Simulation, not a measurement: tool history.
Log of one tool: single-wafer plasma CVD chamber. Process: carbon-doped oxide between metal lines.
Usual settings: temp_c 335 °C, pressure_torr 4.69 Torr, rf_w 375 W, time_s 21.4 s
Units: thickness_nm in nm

| run | hour | temp_c | pressure_torr | rf_w | time_s | read-back reference wafer on the same gauge, thickness_nm | thickness_nm |
|---|---|---|---|---|---|---|---|
| 1 | 0 | 335 | 4.69 | 420 | 21.4 | 94.691 | 100.657 |
| 2 | 27.7 | 335 | 4.69 | 375 | 21.4 | 94.804 | 92.057 |
| 3 | 88.3 | 335 | 4.69 | 375 | 21.4 | 95.015 | 92.877 |
| 4 | 144.1 | 335 | 4.69 | 375 | 24.3 | 94.749 | 104.738 |
| 5 | 205 | 335 | 4.69 | 375 | 24.3 | 94.918 | 105.15 |
| 6 | 260.4 | 335 | 4.69 | 375 | 21.4 | 95.032 | 93.027 |
|  | 300.2 | thermocouple changed; heater temperature recalibrated |
| 7 | 313 | 335 | 4.69 | 375 | 21.4 | 94.949 | 92.395 |
|  | 371.8 | showerhead replaced |
| 8 | 379.6 | 335 | 4.69 | 375 | 21.4 | 94.916 | 92.967 |
| 9 | 423.4 | 335 | 4.69 | 360 | 21.4 | 95.152 | 89.974 |
| 10 | 460 | 335 | 4.69 | 375 | 21.4 | 94.854 | 92.444 |
| 11 | 525.5 | 335 | 4.69 | 375 | 21.4 | 94.889 | 91.317 |
|  | 539.8 | capacitance manometer re-zeroed and calibrated |
| 12 | 581.6 | 335 | 4.69 | 435 | 21.4 | 94.798 | 102.89 |
| 13 | 649.9 | 335 | 4.69 | 375 | 21.4 | 95.077 | 92.015 |
|  | 677 | RF generator calibrated |
| 14 | 714.7 | 327 | 4.69 | 345 | 17.7 | 94.88 | 77.149 |
|  | 731.7 | gauge calibrated |
| 15 | 767.1 | 335 | 4.69 | 375 | 21.4 | 94.834 | 96.865 |
| 16 | 806.4 | 335 | 4.69 | 375 | 21.4 | 94.981 | 96.499 |
| 17 | 868.5 | 328 | 4.69 | 375 | 21.4 | 94.907 | 98.028 |
| 18 | 893.8 | 335 | 4.69 | 375 | 23.8 | 95.082 | 106.588 |
| 19 | 940.3 | 324 | 3.83 | 310 | 21.4 | 94.83 | 82.742 |
| 20 | 1001.4 | 335 | 4.69 | 375 | 24.7 | 94.871 | 110.151 |
| 21 | 1030.7 | 335 | 4.69 | 375 | 21.4 | 94.822 | 94.919 |
| 22 | 1059.7 | 324 | 5.74 | 405 | 21.4 | 94.684 | 108.423 |
| 23 | 1120.8 | 346 | 3.86 | 395 | 24.8 | 94.885 | 108.202 |
| 24 | 1157.8 | 335 | 4.69 | 375 | 21.4 | 94.935 | 95.694 |
| 25 | 1195.7 | 335 | 3.89 | 300 | 21.4 | 94.91 | 78.79 |
| 26 | 1240.8 | 335 | 4.69 | 375 | 21.4 | 94.864 | 95.635 |
| 27 | 1305.3 | 335 | 4.69 | 375 | 21.4 | 94.712 | 94.753 |
| 28 | 1373.8 | 335 | 4.69 | 425 | 17.2 | 94.864 | 83.869 |
| 29 | 1423.6 | 335 | 4.69 | 375 | 24.3 | 94.972 | 109.073 |

What the log doesn't show, run by run:
wafer temperature above the value expected at the setpoint (K): 0 in every run
true pressure above the setpoint (%): 0 in every run
gauge reads high (%): 0 in every run
H1: delivered RF power above the setpoint (%)
| run | H1 |
|---|---|
| 1 | -4.84 |
| 2 | -4.91 |
| 3 | -5.05 |
| 4 | -5.17 |
| 5 | -5.31 |
| 6 | -5.44 |
| 7 | -5.56 |
| 8 | -5.71 |
| 9 | -5.81 |
| 10 | -5.9 |
| 11 | -6.05 |
| 12 | -6.18 |
| 13 | -6.33 |
| 14 | -0.182 |
| 15 | -0.302 |
| 16 | -0.393 |
| 17 | -0.535 |
| 18 | -0.593 |
| 19 | -0.7 |
| 20 | -0.84 |
| 21 | -0.907 |
| 22 | -0.973 |
| 23 | -1.11 |
| 24 | -1.2 |
| 25 | -1.29 |
| 26 | -1.39 |
| 27 | -1.54 |
| 28 | -1.69 |
| 29 | -1.81 |
